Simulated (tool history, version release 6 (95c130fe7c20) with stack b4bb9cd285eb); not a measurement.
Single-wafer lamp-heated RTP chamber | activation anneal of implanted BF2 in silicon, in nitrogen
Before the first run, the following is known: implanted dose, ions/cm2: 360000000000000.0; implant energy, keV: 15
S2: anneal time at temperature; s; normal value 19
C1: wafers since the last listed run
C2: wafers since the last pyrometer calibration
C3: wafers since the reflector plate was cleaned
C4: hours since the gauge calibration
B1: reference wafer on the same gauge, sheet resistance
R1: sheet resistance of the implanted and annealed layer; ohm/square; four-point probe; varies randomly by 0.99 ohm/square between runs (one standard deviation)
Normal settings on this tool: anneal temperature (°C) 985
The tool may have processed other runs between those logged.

run 1 hour=0 | anneal_temperature_(°C)=985 S2=19 | C1=0 C2=1801 C3=3784 C4=1622 | B1=319.03 | R1=345.82
run 2 hour=38.7 | anneal_temperature_(°C)=985 S2=19 | C1=495 C2=2297 C3=4280 C4=1660.7 | B1=318.86 | R1=345.47
run 3 hour=126 | anneal_temperature_(°C)=999 S2=19 | C1=1117 C2=3415 C3=5398 C4=1748 | B1=319.29 | R1=336.53
run 4 hour=175.5 | anneal_temperature_(°C)=971 S2=27 | C1=633 C2=4049 C3=6032 C4=1797.5 | B1=319.04 | R1=355.14
-- hour=198.7 reflector plate cleaned
run 5 hour=223.5 | anneal_temperature_(°C)=985 S2=19 | C1=512 C2=4561 C3=317 C4=1845.5 | B1=319.09 | R1=345.98
run 6 hour=317.5 | anneal_temperature_(°C)=985 S2=19 | C1=1203 C2=5765 C3=1521 C4=1939.5 | B1=318.8 | R1=345.71
-- hour=346 pyrometer window cleaned and pyrometer calibrated
run 7 hour=389.1 | anneal_temperature_(°C)=985 S2=19 | C1=814 C2=552 C3=2335 C4=2011.1 | B1=319.14 | R1=345.72
run 8 hour=472.9 | anneal_temperature_(°C)=985 S2=19 | C1=1073 C2=1625 C3=3408 C4=2094.9 | B1=318.99 | R1=344.79
run 9 hour=519.6 | anneal_temperature_(°C)=985 S2=19 | C1=598 C2=2223 C3=4006 C4=2141.6 | B1=318.67 | R1=345.25
run 10 hour=594.5 | anneal_temperature_(°C)=985 S2=19 | C1=959 C2=3182 C3=4966 C4=2216.5 | B1=318.8 | R1=345.22
run 11 hour=679.6 | anneal_temperature_(°C)=996 S2=19 | C1=1089 C2=4272 C3=6055 C4=2301.6 | B1=319.03 | R1=336.97
run 12 hour=739.1 | anneal_temperature_(°C)=985 S2=19 | C1=761 C2=5034 C3=6817 C4=2361.1 | B1=319.11 | R1=345.07
-- hour=751.7 reflector plate cleaned
run 13 hour=799.4 | anneal_temperature_(°C)=985 S2=19 | C1=669 C2=5703 C3=610 C4=2421.4 | B1=318.98 | R1=345.39
-- hour=859.4 pyrometer window cleaned and pyrometer calibrated
run 14 hour=906 | anneal_temperature_(°C)=985 S2=19 | C1=1262 C2=596 C3=1873 C4=2528 | B1=318.89 | R1=345.35
run 15 hour=1013.7 | anneal_temperature_(°C)=1010 S2=16 | C1=1379 C2=1976 C3=3252 C4=2635.7 | B1=319.1 | R1=334.87
-- hour=1064.4 gauge calibrated
run 16 hour=1116.4 | anneal_temperature_(°C)=962 S2=10 | C1=1315 C2=3291 C3=4567 C4=52 | B1=318.83 | R1=386.74
run 17 hour=1178.4 | anneal_temperature_(°C)=985 S2=19 | C1=793 C2=4085 C3=5361 C4=114 | B1=318.78 | R1=346.93
-- hour=1218.3 reflector plate cleaned
run 18 hour=1234.7 | anneal_temperature_(°C)=999 S2=23 | C1=618 C2=4703 C3=210 C4=170.3 | B1=319.05 | R1=334.49
run 19 hour=1329.9 | anneal_temperature_(°C)=966 S2=27 | C1=1219 C2=5922 C3=1429 C4=265.5 | B1=319.1 | R1=361.83
-- hour=1391.4 pyrometer window cleaned and pyrometer calibrated
run 20 hour=1420.2 | anneal_temperature_(°C)=985 S2=23 | C1=1053 C2=368 C3=2483 C4=355.8 | B1=319.04 | R1=344.97
run 21 hour=1668.4 | anneal_temperature_(°C)=985 S2=14 | C1=3178 C2=3546 C3=5661 C4=604 | B1=319.07 | R1=348.91
-- hour=1690.9 reflector plate cleaned
run 22 hour=1725.5 | anneal_temperature_(°C)=973 S2=19 | C1=628 C2=4175 C3=442 C4=661.1 | B1=318.98 | R1=358.57
run 23 hour=1792.4 | anneal_temperature_(°C)=973 S2=26 | C1=856 C2=5032 C3=1299 C4=728 | B1=318.81 | R1=352.14
-- hour=1827.8 pyrometer window cleaned and pyrometer calibrated
run 24 hour=1829.1 | anneal_temperature_(°C)=1007 S2=27 | C1=367 C2=16 C3=1666 C4=764.7 | B1=318.99 | R1=331.92
run 25 hour=1913.7 | anneal_temperature_(°C)=973 S2=26 | C1=1083 C2=1099 C3=2750 C4=849.3 | B1=318.87 | R1=355.54
run 26 hour=1978.1 | anneal_temperature_(°C)=971 S2=9 | C1=824 C2=1924 C3=3574 C4=913.7 | B1=319.37 | R1=372.65

What the log doesn't show, run by run:
true wafer temperature minus pyrometer reading, K: 0 in every run
wafer temperature error from the tarnished reflector plate, K: 0 in every run
gauge reads high (%): 0 in every run

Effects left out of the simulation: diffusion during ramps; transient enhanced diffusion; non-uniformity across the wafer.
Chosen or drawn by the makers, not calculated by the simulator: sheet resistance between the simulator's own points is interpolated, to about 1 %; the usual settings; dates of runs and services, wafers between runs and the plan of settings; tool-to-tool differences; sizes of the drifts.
